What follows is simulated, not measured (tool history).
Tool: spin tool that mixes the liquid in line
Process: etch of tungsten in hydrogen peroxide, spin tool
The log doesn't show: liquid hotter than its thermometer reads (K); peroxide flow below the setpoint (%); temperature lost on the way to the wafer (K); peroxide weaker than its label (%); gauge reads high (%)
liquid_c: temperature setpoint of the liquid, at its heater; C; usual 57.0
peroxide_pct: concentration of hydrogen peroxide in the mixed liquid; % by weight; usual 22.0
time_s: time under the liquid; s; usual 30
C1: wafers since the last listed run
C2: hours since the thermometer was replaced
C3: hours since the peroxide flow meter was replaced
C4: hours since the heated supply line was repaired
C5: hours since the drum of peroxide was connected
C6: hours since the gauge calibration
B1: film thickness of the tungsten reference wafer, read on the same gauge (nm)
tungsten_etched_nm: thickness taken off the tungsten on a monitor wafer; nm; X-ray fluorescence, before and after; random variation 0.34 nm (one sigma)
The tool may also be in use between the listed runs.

run 1 day=0.000 | liquid_c=57.0 peroxide_pct=22.0 time_s=30 | C1=0 C2=1869.8 C3=1064.5 C4=2853.2 C5=640.0 C6=1662.4 | B1=102.41 | tungsten_etched_nm=43.83
run 2 day=1.229 | liquid_c=57.0 peroxide_pct=26.5 time_s=30 | C1=289 C2=1899.3 C3=1094.0 C4=2882.7 C5=669.5 C6=1691.9 | B1=102.42 | tungsten_etched_nm=47.15
run 3 day=2.375 | liquid_c=57.0 peroxide_pct=22.0 time_s=30 | C1=269 C2=1926.8 C3=1121.5 C4=2910.2 C5=697.0 C6=1719.4 | B1=102.53 | tungsten_etched_nm=43.91
run 4 day=4.029 | liquid_c=57.0 peroxide_pct=22.0 time_s=30 | C1=389 C2=1966.5 C3=1161.2 C4=2949.9 C5=736.7 C6=1759.1 | B1=102.71 | tungsten_etched_nm=43.59
run 5 day=5.254 | liquid_c=57.0 peroxide_pct=22.0 time_s=30 | C1=288 C2=1995.9 C3=1190.6 C4=2979.3 C5=766.1 C6=1788.5 | B1=102.76 | tungsten_etched_nm=43.84
-- day=6.125 new drum of peroxide connected
run 6 day=6.683 | liquid_c=57.0 peroxide_pct=22.0 time_s=30 | C1=326 C2=2030.2 C3=1224.9 C4=3013.6 C5=13.4 C6=1822.8 | B1=102.93 | tungsten_etched_nm=43.77
run 7 day=7.688 | liquid_c=57.0 peroxide_pct=22.0 time_s=30 | C1=236 C2=2054.3 C3=1249.0 C4=3037.7 C5=37.5 C6=1846.9 | B1=102.98 | tungsten_etched_nm=43.88
-- day=12.762 heated supply line repaired
run 8 day=16.121 | liquid_c=54.0 peroxide_pct=22.0 time_s=45 | C1=1974 C2=2256.7 C3=1451.4 C4=80.6 C5=239.9 C6=2049.3 | B1=103.69 | tungsten_etched_nm=56.39
-- day=19.242 gauge calibrated
run 9 day=22.042 | liquid_c=61.0 peroxide_pct=22.0 time_s=20 | C1=1393 C2=2398.8 C3=1593.5 C4=222.7 C5=382.0 C6=67.2 | B1=99.79 | tungsten_etched_nm=35.50
run 10 day=24.221 | liquid_c=65.0 peroxide_pct=22.0 time_s=30 | C1=512 C2=2451.1 C3=1645.8 C4=275.0 C5=434.3 C6=119.5 | B1=99.73 | tungsten_etched_nm=67.71
run 11 day=26.754 | liquid_c=57.0 peroxide_pct=22.0 time_s=35 | C1=596 C2=2511.9 C3=1706.6 C4=335.8 C5=495.1 C6=180.3 | B1=99.77 | tungsten_etched_nm=49.58
run 12 day=29.125 | liquid_c=57.0 peroxide_pct=22.0 time_s=30 | C1=557 C2=2568.8 C3=1763.5 C4=392.7 C5=552.0 C6=237.2 | B1=99.78 | tungsten_etched_nm=42.85
-- day=30.117 peroxide flow meter replaced
run 13 day=31.279 | liquid_c=50.5 peroxide_pct=18.0 time_s=15 | C1=497 C2=2620.5 C3=27.9 C4=444.4 C5=603.7 C6=288.9 | B1=99.79 | tungsten_etched_nm=13.06
run 14 day=32.942 | liquid_c=65.0 peroxide_pct=25.0 time_s=40 | C1=391 C2=2660.4 C3=67.8 C4=484.3 C5=643.6 C6=328.8 | B1=99.83 | tungsten_etched_nm=95.78
run 15 day=34.462 | liquid_c=66.0 peroxide_pct=22.0 time_s=30 | C1=357 C2=2696.9 C3=104.3 C4=520.8 C5=680.1 C6=365.3 | B1=99.91 | tungsten_etched_nm=71.43
run 16 day=36.604 | liquid_c=57.0 peroxide_pct=22.0 time_s=15 | C1=503 C2=2748.3 C3=155.7 C4=572.2 C5=731.5 C6=416.7 | B1=99.86 | tungsten_etched_nm=21.77
run 17 day=38.812 | liquid_c=57.0 peroxide_pct=22.0 time_s=30 | C1=519 C2=2801.3 C3=208.7 C4=625.2 C5=784.5 C6=469.7 | B1=99.93 | tungsten_etched_nm=42.90
-- day=39.562 new drum of peroxide connected
-- day=40.662 thermometer replaced
run 18 day=41.162 | liquid_c=57.0 peroxide_pct=22.0 time_s=30 | C1=533 C2=12.0 C3=265.1 C4=681.6 C5=38.4 C6=526.1 | B1=99.98 | tungsten_etched_nm=43.25
run 19 day=43.504 | liquid_c=53.5 peroxide_pct=25.0 time_s=20 | C1=550 C2=68.2 C3=321.3 C4=737.8 C5=94.6 C6=582.3 | B1=100.05 | tungsten_etched_nm=24.51
run 20 day=44.904 | liquid_c=48.0 peroxide_pct=22.0 time_s=40 | C1=329 C2=101.8 C3=354.9 C4=771.4 C5=128.2 C6=615.9 | B1=100.10 | tungsten_etched_nm=33.13
run 21 day=47.038 | liquid_c=57.0 peroxide_pct=22.0 time_s=50 | C1=501 C2=153.0 C3=406.1 C4=822.6 C5=179.4 C6=667.1 | B1=100.13 | tungsten_etched_nm=72.01
run 22 day=48.904 | liquid_c=53.0 peroxide_pct=19.0 time_s=35 | C1=439 C2=197.8 C3=450.9 C4=867.4 C5=224.2 C6=711.9 | B1=100.23 | tungsten_etched_nm=37.38
run 23 day=51.446 | liquid_c=51.0 peroxide_pct=22.0 time_s=20 | C1=597 C2=258.8 C3=511.9 C4=928.4 C5=285.2 C6=772.9 | B1=100.30 | tungsten_etched_nm=20.15

Forecast run 24:
run 24 day=54.396 | liquid_c=57.0 peroxide_pct=22.0 time_s=30 | C1=694 C2=329.6 C3=582.7 C4=999.2 C5=356.0 C6=843.7 | B1=? | tungsten_etched_nm=?

{"run 24": {"B1": 100.4, "tungsten_etched_nm": 42.63}}
Without the tool's hidden state the same run would have given tungsten_etched_nm 42.47 nm.
